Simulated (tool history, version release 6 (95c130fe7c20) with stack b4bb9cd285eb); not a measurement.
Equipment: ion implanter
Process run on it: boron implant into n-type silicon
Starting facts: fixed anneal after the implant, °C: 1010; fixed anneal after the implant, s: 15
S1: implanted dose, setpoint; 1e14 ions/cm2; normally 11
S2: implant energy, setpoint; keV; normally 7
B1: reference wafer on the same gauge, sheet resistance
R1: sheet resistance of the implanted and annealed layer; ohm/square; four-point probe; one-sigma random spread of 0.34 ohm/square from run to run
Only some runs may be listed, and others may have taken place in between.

run,hour,S1,S2,B1,R1
1,0,11,9,115.96,115.66
2,37.6,11,7,115.99,125.05
# hour 144: gauge calibrated
3,339.7,11,7,115.93,124.29
# hour 415.7: Faraday cup replaced and dose calibrated
4,529.5,11,7,116.01,122.84
5,597.7,11,7,115.97,122.98
6,645.9,9.59,7,116.07,132.41
# hour 812.9: extraction supply calibrated
7,823.6,11,7,116.14,123.72
8,876.5,12.48,6.5,115.98,120.96
# hour 903.5: gauge calibrated
9,915.5,8.11,4.5,116.04,168.09
10,1001,11,7,115.9,124.11
11,1100.9,11,8,116.01,120.01
12,1178.8,11,8.5,116.04,117.51
13,1221.9,11,7,115.86,124.01
14,1304.8,12.33,8.5,115.99,110.48
15,1342.8,12.68,7,116.05,117.67

3 ways to go on from here, each from the tool as it stands after run 15. What would each give?
A,1343.2,9.74,7,?,?
B,1343.2,9.29,9,?,?
C,1343.2,10.08,5,?,?

run,B1,R1
A,116.02,132.25
B,116.02,128.15
C,116.02,145.23
Without the tool's hidden state the same runs would have given:
run,R1
A,129.23
B,124.6
C,142.64
